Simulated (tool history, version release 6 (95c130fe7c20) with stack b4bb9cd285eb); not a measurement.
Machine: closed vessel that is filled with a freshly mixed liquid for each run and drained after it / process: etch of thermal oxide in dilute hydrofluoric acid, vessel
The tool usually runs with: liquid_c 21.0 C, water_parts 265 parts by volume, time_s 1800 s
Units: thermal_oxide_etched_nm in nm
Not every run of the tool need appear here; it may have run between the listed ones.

run	hour	liquid_c	water_parts	time_s	wafers since the last listed run	hours since the thermometer was replaced	hours since the hydrofluoric acid flow meter was replaced	hours since the gauge calibration	read-back film thickness of the thermal oxide reference wafer, read on the same gauge (nm)	thermal_oxide_etched_nm
1	0.0	21.0	265	1800	0	1999.9	1092.9	113.7	150.04	21.05
2	25.3	21.0	265	1800	961	2025.2	1118.2	139.0	149.99	20.98
3	55.4	24.5	365	1800	1143	2055.3	1148.3	169.1	150.00	15.93
4	80.8	24.5	365	1800	964	2080.7	1173.7	194.5	149.99	15.69
# hour 102.7: gauge calibrated
5	181.1	24.5	365	1800	3810	2181.0	1274.0	78.4	150.04	15.98
6	213.6	21.0	350	1800	1234	2213.5	1306.5	110.9	150.01	14.90
7	231.2	21.0	350	1800	668	2231.1	1324.1	128.5	149.99	14.55
8	266.6	21.0	350	1800	1344	2266.5	1359.5	163.9	149.99	14.96
9	301.6	21.0	265	1800	1329	2301.5	1394.5	198.9	150.00	21.45
# hour 303.7: hydrofluoric acid flow meter replaced
10	324.7	26.0	395	1800	839	2324.6	21.0	222.0	150.00	14.86
# hour 334.3: thermometer replaced
11	348.7	18.0	265	820	873	14.4	45.0	246.0	150.02	8.63
# hour 350.0: gauge calibrated
12	369.8	21.0	265	1800	801	35.5	66.1	19.8	149.99	21.53
13	381.9	21.0	265	2600	459	47.6	78.2	31.9	149.97	30.26
14	405.1	21.0	225	1800	881	70.8	101.4	55.1	150.00	25.88
15	419.3	21.0	155	1425	539	85.0	115.6	69.3	149.99	31.69
16	449.9	17.0	345	1800	1162	115.6	146.2	99.9	149.96	13.04

3 options for the next run, each taken on its own from the tool as it stands now. Forecast them:
A	451.0	21.0	265	1800	41	116.7	147.3	101.0	?	?
B	451.0	21.0	265	2760	41	116.7	147.3	101.0	?	?
C	451.0	19.5	265	1800	41	116.7	147.3	101.0	?	?

run	read-back film thickness of the thermal oxide reference wafer, read on the same gauge (nm)	thermal_oxide_etched_nm
A	149.98	21.05
B	149.98	32.28
C	149.98	19.91
The same runs, with their run-to-run variation unchanged, on a tool lacking any hidden condition would have given:
run	thermal_oxide_etched_nm
A	21.05
B	32.28
C	19.91

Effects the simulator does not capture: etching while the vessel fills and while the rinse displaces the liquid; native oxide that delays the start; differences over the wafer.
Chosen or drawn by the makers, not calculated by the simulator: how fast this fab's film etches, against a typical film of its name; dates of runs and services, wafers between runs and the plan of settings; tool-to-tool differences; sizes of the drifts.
